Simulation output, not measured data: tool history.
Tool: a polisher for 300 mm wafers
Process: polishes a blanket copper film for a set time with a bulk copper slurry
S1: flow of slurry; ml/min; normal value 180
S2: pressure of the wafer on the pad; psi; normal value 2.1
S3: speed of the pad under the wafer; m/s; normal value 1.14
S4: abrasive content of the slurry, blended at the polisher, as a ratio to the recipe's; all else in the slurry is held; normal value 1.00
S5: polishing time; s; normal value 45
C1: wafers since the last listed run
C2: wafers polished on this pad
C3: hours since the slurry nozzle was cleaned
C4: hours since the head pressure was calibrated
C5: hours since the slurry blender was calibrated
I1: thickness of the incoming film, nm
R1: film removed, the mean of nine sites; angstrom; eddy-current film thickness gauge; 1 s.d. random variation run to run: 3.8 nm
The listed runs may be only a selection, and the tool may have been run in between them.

| run | hour | S1 | S2 | S3 | S4 | S5 | C1 | C2 | C3 | C4 | C5 | I1 | R1 |
|---|---|---|---|---|---|---|---|---|---|---|---|---|---|
| 1 | 0.0 | 180 | 2.5 | 0.88 | 1.00 | 45 | 0 | 363 | 243.6 | 481.3 | 68.4 | 4276.8 | 4366 |
| 2 | 53.9 | 180 | 2.5 | 0.88 | 1.00 | 45 | 601 | 964 | 297.5 | 535.2 | 122.3 | 4247.8 | 4440 |
| 3 | 89.8 | 180 | 2.1 | 1.14 | 0.85 | 45 | 400 | 1365 | 333.4 | 571.1 | 158.2 | 4227.2 | 4278 |
|  | 94.1 | slurry nozzle cleaned |
| 4 | 130.1 | 180 | 2.1 | 1.14 | 0.85 | 45 | 438 | 1804 | 36.0 | 611.4 | 198.5 | 4259.2 | 4272 |
|  | 162.5 | worn pad replaced by a new one |
| 5 | 195.4 | 180 | 2.1 | 1.14 | 0.85 | 45 | 684 | 367 | 101.3 | 676.7 | 263.8 | 4229.8 | 4254 |
| 6 | 245.7 | 180 | 2.1 | 1.14 | 1.00 | 45 | 561 | 928 | 151.6 | 727.0 | 314.1 | 4197.0 | 4435 |
| 7 | 291.4 | 180 | 2.1 | 1.14 | 1.00 | 45 | 510 | 1438 | 197.3 | 772.7 | 359.8 | 4246.3 | 4379 |
|  | 339.0 | slurry blender recalibrated |
| 8 | 339.5 | 180 | 2.1 | 1.14 | 1.00 | 45 | 514 | 1953 | 245.4 | 820.8 | 0.5 | 4325.8 | 4440 |
|  | 404.9 | worn pad replaced by a new one |
| 9 | 405.4 | 180 | 2.1 | 1.14 | 1.00 | 45 | 691 | 5 | 311.3 | 886.7 | 66.4 | 4248.8 | 4461 |
|  | 425.2 | slurry nozzle cleaned |
| 10 | 473.4 | 180 | 2.1 | 1.14 | 1.00 | 45 | 747 | 753 | 48.2 | 954.7 | 134.4 | 4327.5 | 4515 |
| 11 | 500.5 | 180 | 2.1 | 1.14 | 1.00 | 45 | 302 | 1056 | 75.3 | 981.8 | 161.5 | 4292.8 | 4423 |
| 12 | 552.0 | 210 | 2.1 | 1.14 | 1.00 | 45 | 574 | 1631 | 126.8 | 1033.3 | 213.0 | 4259.9 | 4618 |
|  | 654.2 | worn pad replaced by a new one |
| 13 | 730.9 | 150 | 2.1 | 1.14 | 1.00 | 45 | 1952 | 856 | 305.7 | 1212.2 | 391.9 | 4226.2 | 4446 |
| 14 | 762.5 | 180 | 2.1 | 1.14 | 1.00 | 45 | 352 | 1209 | 337.3 | 1243.8 | 423.5 | 4250.9 | 4549 |
|  | 777.9 | slurry blender recalibrated |
| 15 | 790.9 | 180 | 2.1 | 1.34 | 1.00 | 45 | 294 | 1504 | 365.7 | 1272.2 | 13.0 | 4154.6 | 5056 |
|  | 811.3 | slurry nozzle cleaned |
| 16 | 815.2 | 180 | 1.8 | 0.86 | 0.85 | 49 | 260 | 1764 | 3.9 | 1296.5 | 37.3 | 4248.9 | 3580 |
|  | 829.8 | head pressure recalibrated |
| 17 | 873.8 | 180 | 1.8 | 0.86 | 0.85 | 49 | 631 | 2396 | 62.5 | 44.0 | 95.9 | 4219.8 | 3225 |
|  | 880.3 | worn pad replaced by a new one |
| 18 | 937.1 | 155 | 2.1 | 1.14 | 1.00 | 45 | 662 | 634 | 125.8 | 107.3 | 159.2 | 4171.6 | 3970 |
| 19 | 991.8 | 140 | 2.1 | 0.82 | 0.75 | 45 | 610 | 1245 | 180.5 | 162.0 | 213.9 | 4169.7 | 3181 |
| 20 | 1043.4 | 195 | 1.6 | 1.14 | 0.85 | 53 | 576 | 1821 | 232.1 | 213.6 | 265.5 | 4218.7 | 3698 |
| 21 | 1074.2 | 180 | 2.1 | 1.14 | 1.00 | 45 | 343 | 2165 | 262.9 | 244.4 | 296.3 | 4234.6 | 4119 |
|  | 1100.4 | worn pad replaced by a new one |
| 22 | 1114.9 | 155 | 1.6 | 0.86 | 1.00 | 57 | 409 | 162 | 303.6 | 285.1 | 337.0 | 4284.0 | 3369 |

Entry by entry between the runs, the difference in hidden state between the last listed run before and the first listed run after:
From run 3 to run 4: slurry nozzle cleaned (hour 94.1)
  deviation of the head's pressure from its setpoint, %: 5.98 -> 6.32
  measured result minus the result with no hidden state, R1: +242 -> +254 angstrom
From run 4 to run 5: worn pad replaced by a new one (hour 162.5)
  deviation of the head's pressure from its setpoint, %: 6.32 -> 6.87
  measured result minus the result with no hidden state, R1: +254 -> +273 angstrom
From run 7 to run 8: slurry blender recalibrated (hour 339.0)
  deviation of the head's pressure from its setpoint, %: 7.68 -> 8.08
  measured result minus the result with no hidden state, R1: +313 -> +332 angstrom
From run 8 to run 9: worn pad replaced by a new one (hour 404.9)
  deviation of the head's pressure from its setpoint, %: 8.08 -> 8.64
  measured result minus the result with no hidden state, R1: +332 -> +355 angstrom
From run 9 to run 10: slurry nozzle cleaned (hour 425.2)
  deviation of the head's pressure from its setpoint, %: 8.64 -> 9.21
  measured result minus the result with no hidden state, R1: +355 -> +381 angstrom
From run 12 to run 13: worn pad replaced by a new one (hour 654.2)
  deviation of the head's pressure from its setpoint, %: 9.87 -> 11.4
  measured result minus the result with no hidden state, R1: +415 -> +454 angstrom
From run 14 to run 15: slurry blender recalibrated (hour 777.9)
  deviation of the head's pressure from its setpoint, %: 11.6 -> 11.9
  measured result minus the result with no hidden state, R1: +474 -> +536 angstrom
From run 15 to run 16: slurry nozzle cleaned (hour 811.3)
  deviation of the head's pressure from its setpoint, %: 11.9 -> 12.1
  measured result minus the result with no hidden state, R1: +536 -> +386 angstrom
From run 16 to run 17: head pressure recalibrated (hour 829.8)
  deviation of the head's pressure from its setpoint, %: 12.1 -> 1.48
  measured result minus the result with no hidden state, R1: +386 -> +47 angstrom
From run 17 to run 18: worn pad replaced by a new one (hour 880.3)
  deviation of the head's pressure from its setpoint, %: 1.48 -> 2.01
  measured result minus the result with no hidden state, R1: +47 -> +78 angstrom
From run 21 to run 22: worn pad replaced by a new one (hour 1100.4)
  deviation of the head's pressure from its setpoint, %: 3.16 -> 3.5
  measured result minus the result with no hidden state, R1: +126 -> +114 angstrom

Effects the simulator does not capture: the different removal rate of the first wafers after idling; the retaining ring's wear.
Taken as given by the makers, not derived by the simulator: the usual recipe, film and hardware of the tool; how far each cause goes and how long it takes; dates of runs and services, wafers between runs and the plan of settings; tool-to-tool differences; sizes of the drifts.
